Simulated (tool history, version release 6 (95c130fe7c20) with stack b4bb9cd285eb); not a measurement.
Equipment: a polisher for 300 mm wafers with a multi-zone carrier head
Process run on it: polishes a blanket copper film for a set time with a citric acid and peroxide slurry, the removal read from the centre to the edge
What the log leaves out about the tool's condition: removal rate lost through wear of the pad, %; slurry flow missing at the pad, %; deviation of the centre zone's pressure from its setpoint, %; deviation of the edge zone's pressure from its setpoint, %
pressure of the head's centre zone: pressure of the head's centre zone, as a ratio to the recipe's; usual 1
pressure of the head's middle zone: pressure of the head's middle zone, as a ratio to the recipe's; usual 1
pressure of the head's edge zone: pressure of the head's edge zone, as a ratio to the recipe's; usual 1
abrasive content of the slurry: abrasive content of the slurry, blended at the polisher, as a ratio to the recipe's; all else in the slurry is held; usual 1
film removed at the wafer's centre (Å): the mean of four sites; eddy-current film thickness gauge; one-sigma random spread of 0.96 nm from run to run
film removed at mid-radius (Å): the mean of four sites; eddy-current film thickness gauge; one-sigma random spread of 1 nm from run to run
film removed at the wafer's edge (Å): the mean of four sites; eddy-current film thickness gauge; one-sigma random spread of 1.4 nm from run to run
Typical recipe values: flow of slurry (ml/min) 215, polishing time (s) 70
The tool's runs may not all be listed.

run,hour,flow of slurry (ml/min),pressure of the head's centre zone,pressure of the head's middle zone,pressure of the head's edge zone,abrasive content of the slurry,polishing time (s),wafers since the last listed run,wafers polished on this pad,hours since the slurry nozzle was cleaned,hours since the centre zone pressure was calibrated,hours since the edge zone pressure was calibrated,hours since the carrier head's membrane was replaced,"incoming thickness of the incoming film, nm",film removed at the wafer's centre (Å),film removed at mid-radius (Å),film removed at the wafer's edge (Å)
1,0,215,1,1,1,1,70,0,434,227.6,5.5,68.6,1670.3,924.2,1454,1445,1497
2,6,215,1,1,1,1,70,69,503,233.6,11.5,74.6,1676.3,925.1,1441,1446,1516
3,15.9,215,1,1,1,1,70,115,619,243.5,21.4,84.5,1686.2,926.9,1446,1432,1507
4,23.1,195,1,1,1,1,70,83,702,250.7,28.6,91.7,1693.4,942,1408,1400,1462
5,37.7,245,1,1,1,1,70,169,872,265.3,43.2,106.3,1708,926,1468,1448,1525
6,58.2,215,1,1,1,1,70,238,1110,285.8,63.7,126.8,1728.5,915,1403,1423,1496
# hour 71.7: slurry nozzle cleaned
7,76.1,150,1,1,1,1,70,196,1307,4.4,81.6,144.7,1746.4,933.8,1398,1384,1480
# hour 87: worn pad replaced by a new one
8,87.5,215,1,0.9,0.89,0.75,88,86,5,15.8,93,156.1,1757.8,925.8,1699,1528,1668
9,96.3,215,1,0.93,1,1,70,102,107,24.6,101.8,164.9,1766.6,947.9,1517,1429,1542
10,106.2,215,1.1,0.89,1,1,70,115,222,34.5,111.7,174.8,1776.5,933.9,1597,1345,1563
11,112.2,215,1,1.12,1.09,1.15,61,69,292,40.5,117.7,180.8,1782.5,919.5,1375,1520,1463
# hour 124.3: carrier head's membrane replaced by a new one
12,127,215,1.09,0.88,1,1,46,113,406,55.3,132.5,195.6,2.7,933.1,1057,885,1023
13,138.3,215,1.05,1,1.05,1,70,131,538,66.6,143.8,206.9,14,932.8,1559,1494,1586
14,151.8,240,1,1,1,1.25,54,156,694,80.1,157.3,220.4,27.5,943.4,1276,1272,1290
15,159.1,215,1,1,1,1,70,84,779,87.4,164.6,227.7,34.8,925.8,1504,1494,1539
16,167.4,215,1,1,1,1,70,96,876,95.7,172.9,236,43.1,936.4,1507,1488,1520
17,183.9,215,0.93,1,0.95,0.85,53,191,1068,112.2,189.4,252.5,59.6,932.9,1016,1049,1065
# hour 198.8: worn pad replaced by a new one
18,199.3,175,1.09,1,0.93,0.8,70,132,6,127.6,204.8,267.9,75,921.9,1381,1289,1299
19,208.4,215,1,1,0.91,1,70,105,111,136.7,213.9,277,84.1,937.9,1501,1463,1441
20,222.5,270,1.11,1,0.95,1.25,70,163,275,150.8,228,291.1,98.2,929.8,1782,1644,1670
21,235.3,215,1,1,1,1,70,148,424,163.6,240.8,303.9,111,920.8,1462,1461,1522
22,250,215,1,1,1,1,70,170,595,178.3,255.5,318.6,125.7,912.2,1455,1451,1515

4 ways to go on from here, each from the tool as it stands after run 22. What would each give?
A,250.4,155,1,1,1,1,70,4,600,178.7,255.9,319,126.1,922.3,?,?,?
B,250.4,140,1.05,1.07,1,1,70,4,600,178.7,255.9,319,126.1,922.3,?,?,?
C,250.4,215,1.09,1.05,1,1,79,4,600,178.7,255.9,319,126.1,922.3,?,?,?
D,250.4,215,1,0.94,1,1,70,4,600,178.7,255.9,319,126.1,922.3,?,?,?

run,film removed at the wafer's centre (Å),film removed at mid-radius (Å),film removed at the wafer's edge (Å)
A,1344,1365,1451
B,1346,1402,1420
C,1757,1729,1726
D,1461,1396,1532
The same runs, with their run-to-run variation unchanged, on a tool lacking any hidden condition would have given:
run,film removed at the wafer's centre (Å),film removed at mid-radius (Å),film removed at the wafer's edge (Å)
A,1424,1436,1505
B,1436,1485,1478
C,1828,1792,1773
D,1521,1447,1573

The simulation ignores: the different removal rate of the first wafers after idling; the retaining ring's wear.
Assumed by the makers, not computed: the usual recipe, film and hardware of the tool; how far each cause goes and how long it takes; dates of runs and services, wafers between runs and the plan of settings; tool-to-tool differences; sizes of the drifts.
